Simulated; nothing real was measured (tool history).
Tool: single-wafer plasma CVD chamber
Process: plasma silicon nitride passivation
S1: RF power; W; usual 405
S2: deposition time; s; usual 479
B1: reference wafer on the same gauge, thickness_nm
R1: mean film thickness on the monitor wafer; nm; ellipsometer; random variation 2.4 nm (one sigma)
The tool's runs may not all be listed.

| run | hour | S1 | S2 | B1 | R1 |
|---|---|---|---|---|---|
| 1 | 0.0 | 405 | 479 | 670.403 | 649.617 |
| 2 | 10.5 | 405 | 479 | 669.612 | 642.113 |
| 3 | 22.9 | 405 | 479 | 668.818 | 646.254 |
| 4 | 36.5 | 405 | 479 | 669.532 | 646.717 |
| 5 | 45.5 | 405 | 479 | 670.114 | 644.352 |
| 6 | 62.3 | 405 | 479 | 669.958 | 642.913 |
| 7 | 77.5 | 405 | 479 | 669.100 | 646.322 |
|  | 86.9 | showerhead replaced |
| 8 | 87.3 | 440 | 479 | 669.953 | 657.622 |
| 9 | 95.8 | 440 | 479 | 669.372 | 657.810 |
| 10 | 108.3 | 405 | 414 | 669.419 | 557.410 |
| 11 | 120.4 | 405 | 479 | 669.140 | 644.668 |
|  | 128.0 | gauge calibrated |
| 12 | 134.4 | 405 | 479 | 671.005 | 648.999 |
| 13 | 142.5 | 405 | 479 | 668.909 | 641.703 |
| 14 | 148.7 | 365 | 435 | 670.512 | 574.091 |
|  | 159.8 | RF generator calibrated |
| 15 | 160.6 | 380 | 479 | 669.734 | 633.170 |
| 16 | 167.8 | 345 | 395 | 669.871 | 514.289 |
| 17 | 183.7 | 405 | 436 | 669.718 | 586.052 |
| 18 | 193.4 | 365 | 479 | 669.899 | 631.953 |
| 19 | 204.7 | 475 | 451 | 669.946 | 630.330 |

What the log doesn't show, run by run:
delivered RF power above the setpoint (%): 0 in every run
gauge reads high (%): 0 in every run
